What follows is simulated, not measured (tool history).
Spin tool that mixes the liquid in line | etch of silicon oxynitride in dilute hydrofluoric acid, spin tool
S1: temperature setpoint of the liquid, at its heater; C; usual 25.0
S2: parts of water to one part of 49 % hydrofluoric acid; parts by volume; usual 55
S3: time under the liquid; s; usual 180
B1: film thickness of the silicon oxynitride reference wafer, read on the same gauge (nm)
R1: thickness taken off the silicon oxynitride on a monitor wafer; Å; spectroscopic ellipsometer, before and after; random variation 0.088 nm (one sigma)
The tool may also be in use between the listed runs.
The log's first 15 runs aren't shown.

| run | hour | S1 | S2 | S3 | B1 | R1 |
|---|---|---|---|---|---|---|
| 16 | 366.9 | 23.5 | 85 | 180 | 59.99 | 69.9 |
| 17 | 447.6 | 25.0 | 55 | 180 | 59.97 | 117.4 |
|  | 474.6 | hydrofluoric acid flow meter replaced |
| 18 | 478.7 | 21.0 | 35 | 230 | 60.00 | 174.2 |
| 19 | 501.9 | 25.0 | 75 | 105 | 59.99 | 44.1 |
| 20 | 528.2 | 25.0 | 70 | 95 | 60.01 | 43.4 |
| 21 | 557.6 | 29.0 | 75 | 95 | 59.99 | 48.8 |
| 22 | 576.1 | 25.0 | 55 | 180 | 59.99 | 106.1 |
| 23 | 597.9 | 25.0 | 75 | 180 | 59.98 | 77.2 |
| 24 | 613.5 | 25.0 | 65 | 180 | 59.94 | 89.2 |
| 25 | 644.4 | 25.0 | 55 | 110 | 60.01 | 65.2 |
| 26 | 677.7 | 21.0 | 65 | 270 | 59.98 | 111.5 |
| 27 | 695.6 | 25.0 | 55 | 270 | 59.99 | 162.7 |
| 28 | 729.8 | 25.0 | 55 | 180 | 59.99 | 107.5 |
| 29 | 748.4 | 28.5 | 55 | 290 | 59.99 | 208.9 |
| 30 | 781.3 | 25.0 | 55 | 180 | 60.05 | 110.0 |
| 31 | 807.8 | 25.0 | 55 | 180 | 60.01 | 110.5 |
| 32 | 833.0 | 25.0 | 55 | 180 | 60.02 | 110.6 |
| 33 | 862.1 | 21.0 | 55 | 180 | 60.05 | 91.3 |
| 34 | 882.5 | 25.0 | 55 | 180 | 60.00 | 111.1 |

Forecast each of these 3 alternatives for the next run:
| A | 883.0 | 25.0 | 55 | 180 | ? | ? |
| B | 883.0 | 29.0 | 55 | 260 | ? | ? |
| C | 883.0 | 22.5 | 65 | 180 | ? | ? |

| run | B1 | R1 |
|---|---|---|
| A | 59.99 | 111.8 |
| B | 59.99 | 195.0 |
| C | 59.99 | 83.2 |
Without the tool's hidden state the same runs would have given:
| run | R1 |
|---|---|
| A | 101.4 |
| B | 177.1 |
| C | 75.4 |
